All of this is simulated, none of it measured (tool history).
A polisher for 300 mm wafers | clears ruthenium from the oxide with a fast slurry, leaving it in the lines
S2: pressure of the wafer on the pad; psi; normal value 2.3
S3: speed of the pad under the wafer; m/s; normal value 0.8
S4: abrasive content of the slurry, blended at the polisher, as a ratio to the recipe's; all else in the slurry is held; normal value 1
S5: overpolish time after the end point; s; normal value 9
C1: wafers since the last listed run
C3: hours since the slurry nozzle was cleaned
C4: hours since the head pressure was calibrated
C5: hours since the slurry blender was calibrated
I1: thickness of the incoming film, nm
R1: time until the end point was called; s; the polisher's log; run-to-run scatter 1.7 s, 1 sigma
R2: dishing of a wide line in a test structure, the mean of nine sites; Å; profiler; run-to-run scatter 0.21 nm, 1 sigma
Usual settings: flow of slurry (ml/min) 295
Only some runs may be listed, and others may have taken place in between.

Run 1, hour 0: usual settings but S3 0.58 m/s; C1 0; wafers polished on this pad 3318; C3 135.4; C4 151.3; C5 33; I1 259.8. Result: R1 173.5 s, R2 95 Å.
Run 2, hour 65.7: usual settings but S3 0.58 m/s; C1 560; wafers polished on this pad 3879; C3 201.1; C4 217; C5 98.7; I1 257.6. Result: R1 176.6 s, R2 95 Å.
Run 3, hour 124.2: usual settings; C1 499; wafers polished on this pad 4378; C3 259.6; C4 275.5; C5 157.2; I1 260.4. Result: R1 132.1 s, R2 129 Å.
Run 4, hour 186: usual settings; C1 527; wafers polished on this pad 4905; C3 321.4; C4 337.3; C5 219; I1 257.5. Result: R1 131.1 s, R2 132 Å.
Run 5, hour 290.7: usual settings; C1 893; wafers polished on this pad 5799; C3 426.1; C4 442; C5 323.7; I1 256.5. Result: R1 127.6 s, R2 128 Å.
Run 6, hour 333.9: usual settings; C1 368; wafers polished on this pad 6167; C3 469.3; C4 485.2; C5 366.9; I1 260. Result: R1 138.5 s, R2 131 Å.
At hour 351.3: worn pad replaced by a new one.
Run 7, hour 451.4: usual settings; C1 968; wafers polished on this pad 853; C3 586.8; C4 602.7; C5 484.4; I1 256.8. Result: R1 134.7 s, R2 125 Å.
At hour 612.8: head pressure recalibrated.
Run 8, hour 632.4: usual settings but flow of slurry (ml/min) 200, S5 13 s; C1 1527; wafers polished on this pad 2381; C3 767.8; C4 19.6; C5 665.4; I1 264.4. Result: R1 152.8 s, R2 156 Å.
At hour 683.5: slurry nozzle cleaned.
Run 9, hour 810.9: usual settings; C1 1514; wafers polished on this pad 3896; C3 127.4; C4 198.1; C5 843.9; I1 263.3. Result: R1 160.8 s, R2 107 Å.
At hour 849.8: slurry blender recalibrated, repeated, since the last time left the tool worse.
Run 10, hour 901.6: usual settings; C1 756; wafers polished on this pad 4653; C3 218.1; C4 288.8; C5 51.8; I1 258.4. Result: R1 100.8 s, R2 164 Å.
At hour 1053.5: worn pad replaced by a new one.
Run 11, hour 1072.7: usual settings but S3 0.58 m/s; C1 1426; wafers polished on this pad 163; C3 389.2; C4 459.9; C5 222.9; I1 262.3. Result: R1 141.8 s, R2 119 Å.
Run 12, hour 1151.1: usual settings but S3 0.68 m/s, S5 11 s; C1 669; wafers polished on this pad 832; C3 467.6; C4 538.3; C5 301.3; I1 259.2. Result: R1 118.2 s, R2 167 Å.
Run 13, hour 1187.5: usual settings but S3 0.9 m/s, S4 0.75; C1 310; wafers polished on this pad 1143; C3 504; C4 574.7; C5 337.7; I1 261. Result: R1 114.4 s, R2 148 Å.
Run 14, hour 1271.1: usual settings but S3 0.9 m/s, S5 13 s; C1 713; wafers polished on this pad 1856; C3 587.6; C4 658.3; C5 421.3; I1 263.5. Result: R1 95.3 s, R2 247 Å.
Run 15, hour 1325.1: usual settings but flow of slurry (ml/min) 200; C1 460; wafers polished on this pad 2317; C3 641.6; C4 712.3; C5 475.3; I1 263.2. Result: R1 110.4 s, R2 152 Å.
Run 16, hour 1371.8: usual settings but flow of slurry (ml/min) 335, S2 3 psi, S4 0.75, S5 12 s; C1 398; wafers polished on this pad 2716; C3 688.3; C4 759; C5 522; I1 262.9. Result: R1 105.3 s, R2 210 Å.
At hour 1398.7: slurry nozzle cleaned.
Run 17, hour 1443.6: usual settings but flow of slurry (ml/min) 235, S2 2.7 psi, S3 0.7 m/s, S4 1.1; C1 604; wafers polished on this pad 3320; C3 44.9; C4 830.8; C5 593.8; I1 263.5. Result: R1 104 s, R2 159 Å.
At hour 1491.2: head pressure recalibrated.
Run 18, hour 1539.9: usual settings but flow of slurry (ml/min) 365, S2 1.6 psi, S4 0.85, S5 4 s; C1 804; wafers polished on this pad 4125; C3 141.2; C4 48.7; C5 690.1; I1 257.3. Result: R1 152.9 s, R2 50 Å.
At hour 1563: slurry blender recalibrated.
Run 19, hour 1626.7: usual settings but S2 2.7 psi, S3 0.62 m/s, S4 1.25, S5 4 s; C1 723; wafers polished on this pad 4848; C3 228; C4 135.5; C5 63.7; I1 259.1. Result: R1 100.7 s, R2 76 Å.
Run 20, hour 1723.8: usual settings but S2 1.6 psi; C1 828; wafers polished on this pad 5677; C3 325.1; C4 232.6; C5 160.8; I1 261.1. Result: R1 135 s, R2 126 Å.
At hour 1870: worn pad replaced by a new one.
Run 21, hour 2004.9: usual settings but flow of slurry (ml/min) 385, S4 1.2; C1 2364; wafers polished on this pad 1151; C3 606.2; C4 513.7; C5 441.9; I1 261.9. Result: R1 93.4 s, R2 179 Å.
Run 22, hour 2064.3: usual settings; C1 506; wafers polished on this pad 1658; C3 665.6; C4 573.1; C5 501.3; I1 262.4. Result: R1 105.8 s, R2 158 Å.
Run 23, hour 2138.2: usual settings but S2 1.5 psi, S4 1.2; C1 630; wafers polished on this pad 2288; C3 739.5; C4 647; C5 575.2; I1 262.5. Result: R1 139.1 s, R2 127 Å.
At hour 2167.7: head pressure recalibrated.
At hour 2195.5: slurry nozzle cleaned.
Run 24, hour 2241.8: usual settings but flow of slurry (ml/min) 255, S3 0.6 m/s, S4 1.2, S5 10 s; C1 858; wafers polished on this pad 3147; C3 46.3; C4 74.1; C5 678.8; I1 259.4. Result: R1 133.1 s, R2 140 Å.
Run 25, hour 2324.6: usual settings but S4 0.8; C1 706; wafers polished on this pad 3854; C3 129.1; C4 156.9; C5 761.6; I1 261.4. Result: R1 127.4 s, R2 131 Å.
At hour 2363.3: slurry blender recalibrated.
Run 26, hour 2397.8: usual settings but S2 2 psi; C1 607; wafers polished on this pad 4461; C3 202.3; C4 230.1; C5 34.5; I1 262.5. Result: R1 115.9 s, R2 151 Å.
Run 27, hour 2470.8: usual settings but flow of slurry (ml/min) 355, S3 0.62 m/s, S4 1.1, S5 13 s; C1 622; wafers polished on this pad 5084; C3 275.3; C4 303.1; C5 107.5; I1 261. Result: R1 122.1 s, R2 188 Å.
Run 28, hour 2553.8: usual settings but S3 0.58 m/s; C1 708; wafers polished on this pad 5792; C3 358.3; C4 386.1; C5 190.5; I1 257.5. Result: R1 142.2 s, R2 121 Å.
At hour 2575.2: worn pad replaced by a new one.
Run 29, hour 2606.5: usual settings but flow of slurry (ml/min) 340, S3 1 m/s, S5 12 s; C1 415; wafers polished on this pad 267; C3 411; C4 438.8; C5 243.2; I1 259.4. Result: R1 80.5 s, R2 260 Å.

The tool's hidden state at each run:
removal rate lost through wear of the pad, %: 0 across all the runs
slurry flow missing at the pad, %: 0 across all the runs
deviation of the head's pressure from its setpoint, %: 0 across all the runs
H1: abrasive missing from the slurry, %
run     H1
  1   30.2
  2   30.4
  3   30.7
  4   31.1
  5   32.3
  6   32.9
  7   34.9
  8     39
  9   44.4
 10   1.06
 11      2
 12   2.83
 13   3.29
 14   4.57
 15   5.54
 16   6.47
 17   8.08
 18   10.6
 19  0.293
 20  0.731
 21   4.13
 22   5.25
 23   6.85
 24   9.45
 25   11.8
 26  0.656
 27  0.863
 28   1.36
 29   1.82
